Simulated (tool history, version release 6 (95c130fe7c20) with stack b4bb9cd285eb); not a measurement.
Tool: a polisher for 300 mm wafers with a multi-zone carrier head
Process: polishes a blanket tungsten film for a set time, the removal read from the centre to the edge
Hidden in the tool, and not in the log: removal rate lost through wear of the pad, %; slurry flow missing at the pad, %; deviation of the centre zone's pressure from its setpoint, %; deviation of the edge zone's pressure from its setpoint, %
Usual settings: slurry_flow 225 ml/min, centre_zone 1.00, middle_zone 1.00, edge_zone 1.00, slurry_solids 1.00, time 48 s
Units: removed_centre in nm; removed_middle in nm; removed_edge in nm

run    hour  slurry_flow  centre_zone  middle_zone  edge_zone  slurry_solids  time  wafers since the last listed run  wafers polished on this pad  hours since the slurry nozzle was cleaned  hours since the centre zone pressure was calibrated  hours since the edge zone pressure was calibrated  hours since the carrier head's membrane was replaced  incoming thickness of the incoming film, nm  removed_centre  removed_middle  removed_edge
  1     0.0          170         1.00         1.00       1.00           1.00    48                                 0                         2317                                      159.4                                                237.5                                             1220.1                                                1318.8                                        708.1           248.8           271.8         258.8
       42.4  -- worn pad replaced by a new one
  2    42.9          170         1.00         1.00       1.00           1.00    48                               308                            3                                      202.3                                                280.4                                             1263.0                                                1361.7                                        713.7           244.0           270.3         263.8
       81.5  -- centre zone pressure recalibrated
  3    82.0          170         1.00         1.00       1.00           1.00    48                               294                          298                                      241.4                                                  0.5                                             1302.1                                                1400.8                                        725.7           266.1           267.6         260.0
      118.8  -- slurry nozzle cleaned
  4   139.1          225         1.00         1.00       0.96           1.00    48                               445                          744                                       20.3                                                 57.6                                             1359.2                                                1457.9                                        718.6           271.1           274.9         263.8
  5   179.7          225         1.00         1.00       1.00           1.00    38                               322                         1066                                       60.9                                                 98.2                                             1399.8                                                1498.5                                        714.9           211.7           219.7         210.4
      187.8  -- carrier head's membrane replaced by a new one
      220.3  -- edge zone pressure recalibrated
  6   232.8          225         1.00         1.00       1.00           1.00    38                               366                         1432                                      114.0                                                151.3                                               12.5                                                  45.0                                        716.6           204.9           218.1         213.1
  7   275.2          225         0.92         1.00       1.00           1.00    48                               336                         1769                                      156.4                                                193.7                                               54.9                                                  87.4                                        726.8           244.7           276.3         262.1
  8   317.9          295         0.91         1.00       0.91           1.00    48                               339                         2108                                      199.1                                                236.4                                               97.6                                                 130.1                                        720.4           250.6           284.0         256.7
  9   351.9          225         1.00         1.00       1.00           1.00    48                               270                         2378                                      233.1                                                270.4                                              131.6                                                 164.1                                        723.7           257.6           276.2         266.9
      361.9  -- centre zone pressure recalibrated
      386.8  -- worn pad replaced by a new one
      475.9  -- slurry nozzle cleaned
 10   500.4          225         1.00         1.00       1.00           1.00    48                              1123                          894                                       24.5                                                138.5                                              280.1                                                 312.6                                        705.6           263.7           277.7         261.7
 11   526.3          225         1.00         1.00       1.00           1.00    48                               205                         1100                                       50.4                                                164.4                                              306.0                                                 338.5                                        707.8           261.8           276.1         268.4
 12   559.0          225         1.00         1.05       1.00           1.00    48                               259                         1359                                       83.1                                                197.1                                              338.7                                                 371.2                                        718.4           258.3           281.7         258.0
 13   607.0          185         1.00         1.00       1.00           1.00    48                               381                         1741                                      131.1                                                245.1                                              386.7                                                 419.2                                        732.0           253.6           271.2         262.8
 14   673.8          225         1.00         1.00       1.00           1.00    65                               530                         2271                                      197.9                                                311.9                                              453.5                                                 486.0                                        708.2           336.2           374.1         364.6
      696.5  -- worn pad replaced by a new one
      704.5  -- centre zone pressure recalibrated
 15   730.1          170         0.94         1.00       1.00           1.00    48                               399                          251                                      254.2                                                 25.6                                              509.8                                                 542.3                                        719.0           253.0           268.8         262.9
 16   782.6          225         1.00         1.05       1.10           1.00    48                               417                          668                                      306.7                                                 78.1                                              562.3                                                 594.8                                        733.2           262.0           284.6         282.7
      800.2  -- slurry nozzle cleaned
 17   831.7          225         1.00         1.00       1.00           1.00    48                               382                         1050                                       31.5                                                127.2                                              611.4                                                 643.9                                        719.7           262.7           277.3         266.6
 18   886.1          225         1.00         1.00       1.00           0.85    48                               432                         1482                                       85.9                                                181.6                                              665.8                                                 698.3                                        726.9           239.1           260.3         249.7
 19   917.4          225         1.00         1.00       1.06           1.00    48                               248                         1730                                      117.2                                                212.9                                              697.1                                                 729.6                                        723.1           260.8           271.4         270.8
 20   949.4          225         1.00         1.00       1.00           1.00    48                               254                         1985                                      149.2                                                244.9                                              729.1                                                 761.6                                        727.3           253.1           277.7         261.8
      965.5  -- worn pad replaced by a new one
 21   982.2          225         1.07         0.93       1.00           1.00    48                               228                          132                                      182.0                                                277.7                                              761.9                                                 794.4                                        724.0           262.9           260.1         265.4
 22  1049.7          260         1.00         1.11       1.00           1.00    58                               536                          668                                      249.5                                                345.2                                              829.4                                                 861.9                                        719.6           297.8           364.7         325.0

3 ways to go on from here, each from the tool as it stands after run 22. What would each give?
  A  1050.1          225         1.00         1.00       1.00           1.00    48                                 3                          671                                      249.9                                                345.6                                              829.8                                                 862.3                                        709.3               ?               ?             ?
  B  1050.1          285         1.00         0.96       1.00           1.20    38                                 3                          671                                      249.9                                                345.6                                              829.8                                                 862.3                                        709.3               ?               ?             ?
  C  1050.1          225         1.00         1.00       1.03           1.00    48                                 3                          671                                      249.9                                                345.6                                              829.8                                                 862.3                                        709.3               ?               ?             ?

run  removed_centre  removed_middle  removed_edge
  A           244.1           274.3         266.3
  B           209.6           227.8         227.4
  C           244.1           274.3         270.2
Without the tool's hidden state the same runs would have given:
run  removed_centre  removed_middle  removed_edge
  A           267.1           274.2         266.3
  B           229.3           227.7         227.3
  C           267.1           274.2         270.2
